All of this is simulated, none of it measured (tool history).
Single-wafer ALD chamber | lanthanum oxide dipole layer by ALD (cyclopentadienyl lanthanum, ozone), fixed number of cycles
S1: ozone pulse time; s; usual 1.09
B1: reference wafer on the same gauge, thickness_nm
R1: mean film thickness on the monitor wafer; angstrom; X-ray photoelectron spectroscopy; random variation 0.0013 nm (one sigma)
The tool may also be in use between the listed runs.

run   hour    S1     B1    R1
  1      0  1.09  0.605  5.22
  2     70  1.09  0.605  5.21
  3  140.3  1.09  0.605  5.21
  4  187.1  1.23  0.605  5.43
  5  250.9  1.23  0.605  5.43
  6  319.8  0.75  0.605  4.04
  7  373.6  0.77  0.605  4.15
     406.4  -- thermocouple changed; heater temperature recalibrated
     416.5  -- ozone generator serviced
  8  418.3  0.77  0.605  4.37
  9    487  1.09  0.605  5.35
 10    512  1.09  0.605  5.33
 11  550.4  1.09  0.605  5.35
 12  697.5  1.09  0.605  5.34
 13  735.8  0.82  0.605  4.57
 14  785.4  1.39  0.605   5.7
 15  843.7  1.09  0.605  5.33

Forecast run 16:
 16  871.5  1.51   ?   ?

{"run 16": {"B1": 0.605, "R1": 5.82}}
Without the tool's hidden state the same run would have given R1 5.82 angstrom.

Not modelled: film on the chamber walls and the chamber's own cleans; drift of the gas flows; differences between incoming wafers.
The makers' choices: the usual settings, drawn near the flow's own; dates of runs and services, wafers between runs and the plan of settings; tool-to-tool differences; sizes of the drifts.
